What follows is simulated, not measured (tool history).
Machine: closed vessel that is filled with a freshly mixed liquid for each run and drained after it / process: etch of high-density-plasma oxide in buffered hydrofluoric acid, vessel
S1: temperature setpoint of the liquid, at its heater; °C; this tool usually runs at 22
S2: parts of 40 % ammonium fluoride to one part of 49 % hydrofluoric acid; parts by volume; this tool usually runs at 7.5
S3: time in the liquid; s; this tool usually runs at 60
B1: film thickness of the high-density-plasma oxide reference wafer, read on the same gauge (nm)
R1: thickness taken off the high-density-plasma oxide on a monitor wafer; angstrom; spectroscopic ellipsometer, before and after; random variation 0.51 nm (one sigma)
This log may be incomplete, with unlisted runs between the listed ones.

run   hour    S1    S2  S3     B1      R1
  1      0    22   7.5  35     30   445.2
  2   13.1    22   7.5  35  30.01   450.5
  3   22.3  19.5   7.5  60     30   671.1
  4   28.5  19.5   7.5  60  30.01   668.2
      38.8  -- hydrofluoric acid flow meter replaced
  5   40.3  24.5   7.5  60     30   893.6
  6   50.3  24.5   7.5  60  30.01     890
  7   60.1  24.5   7.5  60  29.99   890.1
  8   71.9  19.5   7.5  60  29.98   666.7
      77.8  -- thermometer replaced
  9   87.9  26.5    10  75  30.01  1087.6
 10   95.2    22   9.5  80     30   932.7
 11    112    22   7.5  60  29.99   894.7
 12  127.3  17.5     9  60  29.99   557.5
 13    144    22   7.5  60  29.98   871.5
 14  156.4    22   7.5  70     30  1021.8
 15  167.1    22   7.5  60     30     886
 16  180.9    26   9.5  85  29.98  1237.1
 17  194.2  25.5     9  30  30.01   435.9
 18  207.6    22   6.5  60  30.02   995.1
       216  -- gauge calibrated
 19  217.2    22   7.5  60     30   865.5
 20  231.4    20    10  40  30.01   400.1
 21    239  24.5     5  30     30   723.9
 22  248.9    26  10.5  60  29.99   800.2
 23  265.2    22   7.5  80  29.99  1166.3
 24  277.9    27    10  30  30.01   442.9
 25  294.2  25.5   7.5  60  29.98  1054.1
 26  303.2    22   7.5  60  29.99   879.7
 27  320.4  24.5     5  30  30.01   722.7
 28  327.3    20   6.5  70  30.02  1056.1
 29    343  26.5   8.5  75  29.99  1217.1
 30  386.8    25   5.5  85  30.01  1932.5
 31  399.3    22   9.5  60  29.99   691.1

Each row is a separate what-if for the run after 31, all from the same tool condition, not one after another. Results?
  A   400  22  7.5  60   ?   ?
  B   400  20   10  75   ?   ?
  C   400  22  8.5  95   ?   ?
  D   400  19  8.5  50   ?   ?
  E   400  22  7.5  75   ?   ?

run     B1      R1
  A  30.03   868.3
  B  30.03   745.6
  C  30.03  1200.6
  D  30.03   534.2
  E  30.03  1085.4
Had the tool no hidden state, the same runs would have come out as:
run      R1
  A   894.2
  B   768.1
  C  1236.3
  D   550.4
  E  1117.7

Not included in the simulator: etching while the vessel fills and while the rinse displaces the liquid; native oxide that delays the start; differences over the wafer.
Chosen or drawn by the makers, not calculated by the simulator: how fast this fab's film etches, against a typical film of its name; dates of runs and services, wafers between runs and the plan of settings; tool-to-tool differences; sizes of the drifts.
